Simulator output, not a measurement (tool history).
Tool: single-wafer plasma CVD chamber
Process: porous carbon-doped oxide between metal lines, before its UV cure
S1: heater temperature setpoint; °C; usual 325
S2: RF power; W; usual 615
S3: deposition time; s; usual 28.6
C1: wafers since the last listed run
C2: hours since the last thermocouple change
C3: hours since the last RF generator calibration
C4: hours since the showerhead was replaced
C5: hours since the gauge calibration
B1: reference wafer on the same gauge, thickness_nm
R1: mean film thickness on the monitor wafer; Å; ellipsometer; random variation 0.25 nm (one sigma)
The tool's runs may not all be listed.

run   hour   S1   S2    S3    C1      C2      C3      C4     C5       B1       R1
  1    0.0  325  615  28.6     0  2135.2  2454.4  5813.2  308.0  172.996  1653.18
  2   13.7  325  615  28.6   156  2148.9  2468.1  5826.9  321.7  172.998  1655.71
  3   46.3  325  615  28.6   373  2181.5  2500.7  5859.5  354.3  173.011  1656.35
  4   82.0  325  615  28.6   408  2217.2  2536.4  5895.2  390.0  173.035  1650.50
  5  110.6  325  615  28.6   327  2245.8  2565.0  5923.8  418.6  173.018  1651.80
     192.5  -- gauge calibrated
     210.7  -- thermocouple changed; heater temperature recalibrated
  6  211.2  325  615  28.6  1060     0.5  2665.6  6024.4   18.7  172.991  1624.02
  7  239.1  325  645  28.6   319    28.4  2693.5  6052.3   46.6  173.049  1646.47
  8  267.5  325  645  28.6   325    56.8  2721.9  6080.7   75.0  172.990  1644.74
     289.6  -- showerhead replaced
     293.3  -- RF generator calibrated
  9  293.8  315  555  25.7   166    83.1     0.5     4.2  101.3  172.974  1480.33
     304.9  -- thermocouple changed; heater temperature recalibrated, repeated, since the last time left the tool worse
 10  306.3  331  615  33.8    51     1.4    13.0    16.7  113.8  172.849  1917.17
 11  340.6  331  550  22.9   392    35.7    47.3    51.0  148.1  173.022  1263.48
 12  363.8  325  615  28.6   265    58.9    70.5    74.2  171.3  172.907  1679.22
 13  410.3  315  615  31.0   532   105.4   117.0   120.7  217.8  172.977  1921.84
 14  445.8  325  615  28.6   406   140.9   152.5   156.2  253.3  172.963  1681.89
 15  465.5  325  555  31.7   225   160.6   172.2   175.9  273.0  173.142  1792.53
 16  485.6  313  690  27.2   230   180.7   192.3   196.0  293.1  173.027  1784.58
 17  508.3  339  550  28.6   259   203.4   215.0   218.7  315.8  173.040  1498.02

The tool's hidden state at each run:
delivered RF power above the setpoint (%): 0 in every run
gauge reads high (%): 0 in every run
H1: wafer temperature above the value expected at the setpoint (K)
run     H1
  1   3.55
  2   3.56
  3   3.57
  4   3.59
  5    3.6
  6   7.39
  7   7.52
  8   7.65
  9   7.76
 10  0.162
 11  0.318
 12   0.42
 13  0.618
 14  0.762
 15  0.839
 16  0.916
 17      1
